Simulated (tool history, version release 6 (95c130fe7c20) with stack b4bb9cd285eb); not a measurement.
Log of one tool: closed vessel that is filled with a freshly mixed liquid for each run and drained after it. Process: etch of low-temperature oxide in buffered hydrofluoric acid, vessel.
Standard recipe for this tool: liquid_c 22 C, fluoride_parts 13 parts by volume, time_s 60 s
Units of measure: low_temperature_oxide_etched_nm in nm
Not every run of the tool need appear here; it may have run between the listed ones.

| run | hour | liquid_c | fluoride_parts | time_s | read-back film thickness of the low-temperature oxide reference wafer, read on the same gauge (nm) | low_temperature_oxide_etched_nm |
|---|---|---|---|---|---|---|
| 1 | 0 | 22 | 10.5 | 70 | 129.99 | 131.04 |
| 2 | 7.5 | 22 | 11.5 | 60 | 130 | 103.67 |
| 3 | 49.8 | 22 | 11.5 | 60 | 130 | 102.6 |
|  | 56.5 | hydrofluoric acid flow meter replaced |
| 4 | 63.6 | 22 | 13 | 85 | 129.99 | 129 |
| 5 | 75.7 | 22 | 13 | 85 | 130.01 | 131.52 |
| 6 | 89.9 | 22 | 13 | 60 | 130.03 | 91.96 |
| 7 | 98.9 | 22 | 13 | 60 | 130 | 90.29 |
| 8 | 115 | 18 | 10.5 | 60 | 130 | 90.27 |
| 9 | 132.3 | 22 | 13 | 60 | 130.02 | 91.69 |
| 10 | 144.2 | 17.5 | 13 | 50 | 129.97 | 58.54 |
| 11 | 153.4 | 18 | 13 | 60 | 130.04 | 72.8 |
| 12 | 169 | 19 | 16.5 | 30 | 130.03 | 30.3 |
| 13 | 181.2 | 22 | 15 | 60 | 129.99 | 80.95 |
| 14 | 198.5 | 22 | 13 | 60 | 129.98 | 90.63 |
| 15 | 213.3 | 22 | 13 | 60 | 130 | 89.91 |
| 16 | 222 | 19 | 11.5 | 45 | 130 | 64.79 |
| 17 | 233.2 | 20 | 13 | 60 | 129.98 | 80.95 |
| 18 | 242.6 | 17 | 17 | 60 | 129.98 | 52.77 |
| 19 | 260.3 | 22 | 9.5 | 60 | 129.96 | 122.36 |
|  | 263.9 | gauge calibrated |
| 20 | 276 | 22 | 13 | 60 | 130.01 | 92.3 |
| 21 | 294 | 22 | 13 | 60 | 130 | 91.84 |
| 22 | 308.3 | 19.5 | 8.5 | 95 | 130.02 | 182.09 |
| 23 | 321.2 | 19.5 | 13 | 60 | 130.02 | 79.09 |
| 24 | 329.9 | 25.5 | 18 | 60 | 129.99 | 79.03 |
| 25 | 343.6 | 22 | 10.5 | 60 | 129.98 | 112.16 |
| 26 | 353.5 | 26.5 | 16.5 | 60 | 129.96 | 92.29 |
| 27 | 363.8 | 18.5 | 17.5 | 30 | 129.99 | 27.63 |
| 28 | 372.5 | 22 | 9 | 60 | 130 | 126.81 |
| 29 | 379.4 | 22 | 10 | 90 | 129.96 | 177.21 |
| 30 | 389 | 20 | 10 | 75 | 130.02 | 131.48 |
| 31 | 397.7 | 22 | 13 | 60 | 130 | 91.75 |

5 ways to go on from here, each from the tool as it stands after run 31. What would each give?
| A | 398.4 | 26 | 13 | 60 | ? | ? |
| B | 398.4 | 23.5 | 13 | 60 | ? | ? |
| C | 398.4 | 22 | 18 | 60 | ? | ? |
| D | 398.4 | 22 | 11 | 30 | ? | ? |
| E | 398.4 | 26 | 8.5 | 40 | ? | ? |

| run | read-back film thickness of the low-temperature oxide reference wafer, read on the same gauge (nm) | low_temperature_oxide_etched_nm |
|---|---|---|
| A | 129.97 | 113.55 |
| B | 129.97 | 99.13 |
| C | 129.97 | 66.28 |
| D | 129.97 | 53.74 |
| E | 129.97 | 111.16 |
With no hidden state in the tool, these same runs would have given:
| run | low_temperature_oxide_etched_nm |
|---|---|
| A | 113.55 |
| B | 99.13 |
| C | 66.28 |
| D | 53.74 |
| E | 111.16 |

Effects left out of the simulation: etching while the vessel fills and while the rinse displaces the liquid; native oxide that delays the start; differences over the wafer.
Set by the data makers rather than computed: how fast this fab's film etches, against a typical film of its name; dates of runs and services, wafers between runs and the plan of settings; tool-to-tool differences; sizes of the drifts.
